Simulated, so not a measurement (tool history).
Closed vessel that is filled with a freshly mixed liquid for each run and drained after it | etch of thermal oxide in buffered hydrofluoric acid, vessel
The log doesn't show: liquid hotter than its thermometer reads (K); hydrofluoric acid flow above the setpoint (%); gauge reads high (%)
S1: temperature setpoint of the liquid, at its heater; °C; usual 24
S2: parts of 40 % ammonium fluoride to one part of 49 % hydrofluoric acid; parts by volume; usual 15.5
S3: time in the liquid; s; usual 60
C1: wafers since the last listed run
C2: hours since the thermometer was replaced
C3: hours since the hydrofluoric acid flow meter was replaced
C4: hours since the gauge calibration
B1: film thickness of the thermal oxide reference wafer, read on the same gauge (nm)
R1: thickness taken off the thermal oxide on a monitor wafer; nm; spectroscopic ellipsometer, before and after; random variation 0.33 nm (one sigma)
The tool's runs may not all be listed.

Run 1, hour 0: usual settings; C1 0; C2 1151; C3 1104.3; C4 425; B1 100.06. Result: R1 44.97 nm.
Run 2, hour 52.9: usual settings; C1 5431; C2 1203.9; C3 1157.2; C4 477.9; B1 100.03. Result: R1 44.46 nm.
Run 3, hour 120.5: usual settings; C1 6940; C2 1271.5; C3 1224.8; C4 545.5; B1 99.97. Result: R1 45.04 nm.
Run 4, hour 175.5: usual settings; C1 5646; C2 1326.5; C3 1279.8; C4 600.5; B1 100. Result: R1 44.56 nm.
Run 5, hour 215.6: usual settings; C1 4117; C2 1366.6; C3 1319.9; C4 640.6; B1 99.98. Result: R1 45 nm.
Run 6, hour 265.9: usual settings; C1 5164; C2 1416.9; C3 1370.2; C4 690.9; B1 99.97. Result: R1 44.91 nm.
Run 7, hour 308.5: usual settings; C1 4373; C2 1459.5; C3 1412.8; C4 733.5; B1 99.98. Result: R1 44.82 nm.
Run 8, hour 332.5: usual settings; C1 2464; C2 1483.5; C3 1436.8; C4 757.5; B1 99.99. Result: R1 45.06 nm.
Run 9, hour 397.2: usual settings; C1 6642; C2 1548.2; C3 1501.5; C4 822.2; B1 100.04. Result: R1 45.44 nm.
At hour 425.1: gauge calibrated.
Run 10, hour 431.5: usual settings but S2 13.5 parts by volume; C1 3521; C2 1582.5; C3 1535.8; C4 6.4; B1 100. Result: R1 51.64 nm.
Run 11, hour 480: usual settings but S2 13.5 parts by volume; C1 4979; C2 1631; C3 1584.3; C4 54.9; B1 99.97. Result: R1 52.75 nm.
At hour 483: thermometer replaced.
Run 12, hour 515.2: usual settings but S2 13.5 parts by volume; C1 3511; C2 32.2; C3 1619.5; C4 90.1; B1 99.99. Result: R1 55.49 nm.
At hour 533.4: hydrofluoric acid flow meter replaced.
Run 13, hour 550.4: usual settings; C1 3511; C2 67.4; C3 17; C4 125.3; B1 100. Result: R1 47.88 nm.
Run 14, hour 600.3: usual settings; C1 5123; C2 117.3; C3 66.9; C4 175.2; B1 100. Result: R1 47.97 nm.
Run 15, hour 666: usual settings but S1 26.5 °C, S2 9.5 parts by volume, S3 35 s; C1 6745; C2 183; C3 132.6; C4 240.9; B1 100. Result: R1 51.32 nm.
Run 16, hour 722.1: usual settings; C1 5759; C2 239.1; C3 188.7; C4 297; B1 100.02. Result: R1 48.78 nm.
At hour 757.8: thermometer replaced, repeated, since the last time left the tool worse.
Run 17, hour 760.3: usual settings but S3 80 s; C1 3819; C2 2.5; C3 226.9; C4 335.2; B1 100.02. Result: R1 55.38 nm.
Run 18, hour 802.2: usual settings; C1 4301; C2 44.4; C3 268.8; C4 377.1; B1 100. Result: R1 42 nm.
Run 19, hour 833.8: usual settings but S1 22 °C, S2 20 parts by volume, S3 80 s; C1 3244; C2 76; C3 300.4; C4 408.7; B1 100.01. Result: R1 38.34 nm.
Run 20, hour 884.5: usual settings but S1 28 °C, S2 13 parts by volume, S3 75 s; C1 5205; C2 126.7; C3 351.1; C4 459.4; B1 100. Result: R1 76.14 nm.
Run 21, hour 929.2: usual settings; C1 4589; C2 171.4; C3 395.8; C4 504.1; B1 100.02. Result: R1 41.67 nm.
Run 22, hour 986.9: usual settings; C1 5924; C2 229.1; C3 453.5; C4 561.8; B1 99.97. Result: R1 41.59 nm.
Run 23, hour 1013.5: usual settings but S1 29 °C, S2 12 parts by volume, S3 40 s; C1 2731; C2 255.7; C3 480.1; C4 588.4; B1 100.04. Result: R1 46.42 nm.
Run 24, hour 1083.5: usual settings but S1 28.5 °C, S2 13 parts by volume, S3 45 s; C1 7186; C2 325.7; C3 550.1; C4 658.4; B1 100.02. Result: R1 47.88 nm.
Run 25, hour 1111.5: usual settings; C1 2874; C2 353.7; C3 578.1; C4 686.4; B1 99.97. Result: R1 41.51 nm.
Run 26, hour 1139.6: usual settings but S3 35 s; C1 2885; C2 381.8; C3 606.2; C4 714.5; B1 100.01. Result: R1 24.49 nm.
Run 27, hour 1169.8: usual settings but S2 12.5 parts by volume; C1 3100; C2 412; C3 636.4; C4 744.7; B1 100.02. Result: R1 52.5 nm.
Run 28, hour 1223.8: usual settings but S1 29 °C, S2 17.5 parts by volume, S3 30 s; C1 5544; C2 466; C3 690.4; C4 798.7; B1 100.01. Result: R1 24.67 nm.

4 ways to go on from here, each from the tool as it stands after run 28. What would each give?
Run A, hour 1224.5: usual settings but S1 29 °C; C1 71; C2 466.7; C3 691.1; C4 799.4; B1 ?. Result: R1 ?.
Run B, hour 1224.5: usual settings but S2 17.5 parts by volume; C1 71; C2 466.7; C3 691.1; C4 799.4; B1 ?. Result: R1 ?.
Run C, hour 1224.5: usual settings but S1 28.5 °C, S2 18.5 parts by volume, S3 75 s; C1 71; C2 466.7; C3 691.1; C4 799.4; B1 ?. Result: R1 ?.
Run D, hour 1224.5: usual settings but S1 25.5 °C, S2 12 parts by volume, S3 35 s; C1 71; C2 466.7; C3 691.1; C4 799.4; B1 ?. Result: R1 ?.

run   B1     R1
  A  100  54.75
  B  100  37.17
  C  100  56.02
  D  100  34.06
Without the tool's hidden state the same runs would have given:
run     R1
  A  52.85
  B  35.84
  C  54.06
  D  32.85
